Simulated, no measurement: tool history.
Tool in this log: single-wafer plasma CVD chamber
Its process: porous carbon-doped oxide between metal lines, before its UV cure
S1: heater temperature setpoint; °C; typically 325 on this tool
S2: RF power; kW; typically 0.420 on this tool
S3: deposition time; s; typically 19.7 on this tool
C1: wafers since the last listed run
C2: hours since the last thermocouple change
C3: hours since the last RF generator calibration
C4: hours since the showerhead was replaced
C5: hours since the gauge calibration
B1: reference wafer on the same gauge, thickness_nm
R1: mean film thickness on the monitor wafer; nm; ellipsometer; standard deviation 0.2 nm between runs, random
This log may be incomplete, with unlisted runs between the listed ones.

run   hour   S1     S2    S3    C1     C2      C3      C4     C5      B1       R1
  1    0.0  325  0.420  22.6     0  545.6  1097.3  5122.5  233.8  80.920  104.110
  2   16.9  325  0.360  19.7   524  562.5  1114.2  5139.4  250.7  80.969   83.667
  3   34.4  319  0.390  19.7   542  580.0  1131.7  5156.9  268.2  80.843   89.820
  4   54.3  319  0.390  19.7   617  599.9  1151.6  5176.8  288.1  81.028   89.830
  5   78.6  325  0.420  19.7   753  624.2  1175.9  5201.1  312.4  80.907   91.099
  6  101.0  325  0.420  19.7   694  646.6  1198.3  5223.5  334.8  80.943   90.675
  7  126.1  325  0.420  19.7   778  671.7  1223.4  5248.6  359.9  80.889   90.929
  8  157.2  325  0.420  22.7   964  702.8  1254.5  5279.7  391.0  80.938  103.881
  9  178.8  325  0.420  19.7   669  724.4  1276.1  5301.3  412.6  80.911   91.054
 10  198.9  325  0.420  19.7   623  744.5  1296.2  5321.4  432.7  80.918   91.105
 11  216.9  325  0.420  19.7   558  762.5  1314.2  5339.4  450.7  80.967   90.820
 12  250.2  325  0.420  19.7  1032  795.8  1347.5  5372.7  484.0  80.999   90.667
 13  282.8  325  0.420  19.7  1011  828.4  1380.1  5405.3  516.6  80.949   90.361
 14  296.0  325  0.420  17.5   409  841.6  1393.3  5418.5  529.8  81.005   80.823
     306.7  -- showerhead replaced
 15  312.8  330  0.355  19.7   272  858.4  1410.1     6.1  546.6  80.850   80.143
 16  340.6  334  0.505  15.8   862  886.2  1437.9    33.9  574.4  80.888   78.452
 17  362.9  325  0.455  22.5   691  908.5  1460.2    56.2  596.7  80.889  106.985
 18  386.8  325  0.420  19.7   741  932.4  1484.1    80.1  620.6  80.891   90.412
     402.4  -- thermocouple changed; heater temperature recalibrated
 19  430.5  311  0.350  19.7  1107   28.1  1527.8   123.8  664.3  80.857   86.110
     451.5  -- gauge calibrated
 20  462.7  335  0.345  19.7   998   60.3  1560.0   156.0   11.2  80.960   76.851
     471.1  -- RF generator calibrated
 21  483.6  325  0.420  22.8   400   81.2    12.5   176.9   32.1  80.890  106.965
 22  497.9  329  0.500  21.5   443   95.5    26.8   191.2   46.4  80.973  109.424
 23  528.3  325  0.420  19.7   942  125.9    57.2   221.6   76.8  80.858   92.913
 24  542.6  332  0.420  23.3   443  140.2    71.5   235.9   91.1  80.800  106.150
 25  570.2  325  0.420  19.7   856  167.8    99.1   263.5  118.7  80.967   92.984
 26  586.5  325  0.420  19.7   505  184.1   115.4   279.8  135.0  80.883   92.348
 27  611.3  325  0.420  20.9   769  208.9   140.2   304.6  159.8  80.972   98.235

Forecast each of these 5 alternatives for the next run:
  A  611.7  325  0.470  19.7  12  209.3  140.6  305.0  160.2   ?   ?
  B  611.7  331  0.370  18.6  12  209.3  140.6  305.0  160.2   ?   ?
  C  611.7  325  0.455  19.7  12  209.3  140.6  305.0  160.2   ?   ?
  D  611.7  311  0.500  16.8  12  209.3  140.6  305.0  160.2   ?   ?
  E  611.7  338  0.490  23.5  12  209.3  140.6  305.0  160.2   ?   ?

run      B1       R1
  A  80.861   99.200
  B  80.861   79.698
  C  80.861   97.318
  D  80.861   93.531
  E  80.861  113.938
With no hidden state in the tool, these same runs would have given:
run       R1
  A   99.571
  B   80.051
  C   97.734
  D   93.879
  E  114.362
